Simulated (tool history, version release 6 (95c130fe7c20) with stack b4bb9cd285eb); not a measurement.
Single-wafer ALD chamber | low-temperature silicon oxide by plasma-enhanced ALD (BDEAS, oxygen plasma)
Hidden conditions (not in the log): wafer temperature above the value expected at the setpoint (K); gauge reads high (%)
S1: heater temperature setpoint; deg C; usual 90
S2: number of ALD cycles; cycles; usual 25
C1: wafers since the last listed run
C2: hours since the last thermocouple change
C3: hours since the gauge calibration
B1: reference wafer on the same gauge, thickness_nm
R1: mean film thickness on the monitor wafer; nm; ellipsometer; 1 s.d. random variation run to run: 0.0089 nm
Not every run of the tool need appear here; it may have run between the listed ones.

Run 1, hour 0: usual settings; C1 0; C2 1557.2; C3 326.1; B1 3.447. Result: R1 3.519 nm.
Run 2, hour 34.1: usual settings; C1 270; C2 1591.3; C3 360.2; B1 3.453. Result: R1 3.49 nm.
Run 3, hour 95.2: usual settings; C1 485; C2 1652.4; C3 421.3; B1 3.449. Result: R1 3.506 nm.
Run 4, hour 125.5: usual settings; C1 240; C2 1682.7; C3 451.6; B1 3.449. Result: R1 3.516 nm.
Run 5, hour 172.4: usual settings; C1 372; C2 1729.6; C3 498.5; B1 3.45. Result: R1 3.512 nm.
Run 6, hour 198.2: usual settings; C1 204; C2 1755.4; C3 524.3; B1 3.447. Result: R1 3.517 nm.
Run 7, hour 229: usual settings; C1 244; C2 1786.2; C3 555.1; B1 3.451. Result: R1 3.508 nm.
Run 8, hour 363.7: usual settings but S2 22 cycles; C1 1069; C2 1920.9; C3 689.8; B1 3.448. Result: R1 3.088 nm.
Run 9, hour 393.9: usual settings but S2 22 cycles; C1 239; C2 1951.1; C3 720; B1 3.451. Result: R1 3.072 nm.
Run 10, hour 440.8: usual settings but S1 96 deg C, S2 22 cycles; C1 372; C2 1998; C3 766.9; B1 3.45. Result: R1 3.033 nm.
Run 11, hour 498.7: usual settings but S1 78 deg C; C1 459; C2 2055.9; C3 824.8; B1 3.45. Result: R1 3.65 nm.
Run 12, hour 553.7: usual settings but S1 78 deg C; C1 436; C2 2110.9; C3 879.8; B1 3.451. Result: R1 3.649 nm.
Run 13, hour 602: usual settings; C1 383; C2 2159.2; C3 928.1; B1 3.451. Result: R1 3.511 nm.
Run 14, hour 655.7: usual settings; C1 426; C2 2212.9; C3 981.8; B1 3.448. Result: R1 3.499 nm.
Run 15, hour 689.2: usual settings but S1 102 deg C, S2 21 cycles; C1 265; C2 2246.4; C3 1015.3; B1 3.449. Result: R1 2.849 nm.
At hour 702.6: gauge calibrated.
At hour 768.2: thermocouple changed; heater temperature recalibrated.
Run 16, hour 798.1: usual settings but S1 84 deg C, S2 22 cycles; C1 801; C2 29.9; C3 95.5; B1 3.451. Result: R1 3.2 nm.
Run 17, hour 826.5: usual settings but S1 84 deg C; C1 225; C2 58.3; C3 123.9; B1 3.45. Result: R1 3.635 nm.
Run 18, hour 852.6: usual settings but S2 30 cycles; C1 207; C2 84.4; C3 150; B1 3.45. Result: R1 4.275 nm.
Run 19, hour 895.9: usual settings but S1 98 deg C, S2 23 cycles; C1 343; C2 127.7; C3 193.3; B1 3.448. Result: R1 3.196 nm.
Run 20, hour 953.8: usual settings; C1 459; C2 185.6; C3 251.2; B1 3.452. Result: R1 3.528 nm.
Run 21, hour 977.8: usual settings but S1 95 deg C; C1 190; C2 209.6; C3 275.2; B1 3.447. Result: R1 3.495 nm.
Run 22, hour 1006.1: usual settings but S1 105 deg C, S2 22 cycles; C1 224; C2 237.9; C3 303.5; B1 3.449. Result: R1 3.012 nm.
Run 23, hour 1076.2: usual settings but S1 77 deg C; C1 556; C2 308; C3 373.6; B1 3.451. Result: R1 3.689 nm.
Run 24, hour 1124: usual settings but S2 22 cycles; C1 379; C2 355.8; C3 421.4; B1 3.45. Result: R1 3.107 nm.

Hidden state at the last listed run before each entry between runs and at the first one after, where it differs:
Logged between run 15 and run 16: gauge calibrated (hour 702.6); thermocouple changed; heater temperature recalibrated (hour 768.2)
  wafer temperature above the value expected at the setpoint (K): 6.22 -> 0.944
  measured value less the no-hidden-state value, R1: -0.031 -> -0.01 nm

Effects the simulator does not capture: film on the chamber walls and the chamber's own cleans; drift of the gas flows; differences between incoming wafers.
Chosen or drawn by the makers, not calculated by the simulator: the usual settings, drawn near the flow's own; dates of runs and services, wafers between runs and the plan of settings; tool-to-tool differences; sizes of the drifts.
